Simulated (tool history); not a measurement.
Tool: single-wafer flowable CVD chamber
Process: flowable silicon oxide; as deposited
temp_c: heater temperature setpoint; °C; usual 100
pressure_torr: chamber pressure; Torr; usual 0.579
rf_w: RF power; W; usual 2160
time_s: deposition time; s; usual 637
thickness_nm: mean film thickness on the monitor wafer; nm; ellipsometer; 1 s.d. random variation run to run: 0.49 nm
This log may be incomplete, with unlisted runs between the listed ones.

| run | day | temp_c | pressure_torr | rf_w | time_s | read-back reference wafer on the same gauge, thickness_nm | thickness_nm |
|---|---|---|---|---|---|---|---|
| 1 | 0 | 107 | 0.579 | 2160 | 600 | 232.099 | 157.159 |
| 2 | 0.304 | 107 | 0.579 | 2160 | 600 | 231.948 | 156.712 |
| 3 | 0.575 | 100 | 0.485 | 2160 | 637 | 231.878 | 171.56 |
| 4 | 1.054 | 100 | 0.485 | 2160 | 637 | 232.177 | 171.646 |
| 5 | 1.621 | 100 | 0.485 | 2160 | 637 | 231.685 | 171.308 |
|  | 2.129 | capacitance manometer re-zeroed and calibrated |
|  | 2.421 | showerhead replaced |
| 6 | 2.442 | 108 | 0.579 | 2160 | 637 | 231.97 | 161.127 |
| 7 | 2.683 | 100 | 0.579 | 2365 | 637 | 231.938 | 207.364 |
| 8 | 3.112 | 100 | 0.579 | 2160 | 637 | 232.145 | 202.927 |
| 9 | 3.367 | 100 | 0.526 | 2160 | 678 | 231.995 | 195.619 |
| 10 | 3.654 | 85 | 0.579 | 2160 | 584 | 232.269 | 287.91 |
|  | 4 | RF generator calibrated |
|  | 4.058 | thermocouple changed; heater temperature recalibrated |
| 11 | 4.079 | 104 | 0.579 | 1995 | 594 | 231.98 | 198.924 |
|  | 4.321 | gauge calibrated |
| 12 | 4.396 | 100 | 0.485 | 2160 | 637 | 232.09 | 205.565 |
| 13 | 5.033 | 92 | 0.579 | 2555 | 637 | 231.943 | 316.218 |
| 14 | 5.438 | 112 | 0.677 | 1760 | 637 | 231.933 | 188.991 |

5 options for the next run, each taken on its own from the tool as it stands now. Forecast them:
| A | 5.462 | 100 | 0.579 | 2160 | 637 | ? | ? |
| B | 5.462 | 100 | 0.579 | 2360 | 637 | ? | ? |
| C | 5.462 | 86 | 0.518 | 2160 | 637 | ? | ? |
| D | 5.462 | 100 | 0.472 | 2160 | 637 | ? | ? |
| E | 5.462 | 95 | 0.522 | 1975 | 637 | ? | ? |

| run | read-back reference wafer on the same gauge, thickness_nm | thickness_nm |
|---|---|---|
| A | 232.026 | 244.194 |
| B | 232.026 | 248.223 |
| C | 232.026 | 326.568 |
| D | 232.026 | 200.326 |
| E | 232.026 | 249.21 |
Stripped of hidden state, with their random variation kept, the same runs would have yielded:
| run | thickness_nm |
|---|---|
| A | 242.66 |
| B | 246.665 |
| C | 324.693 |
| D | 199.068 |
| E | 247.607 |
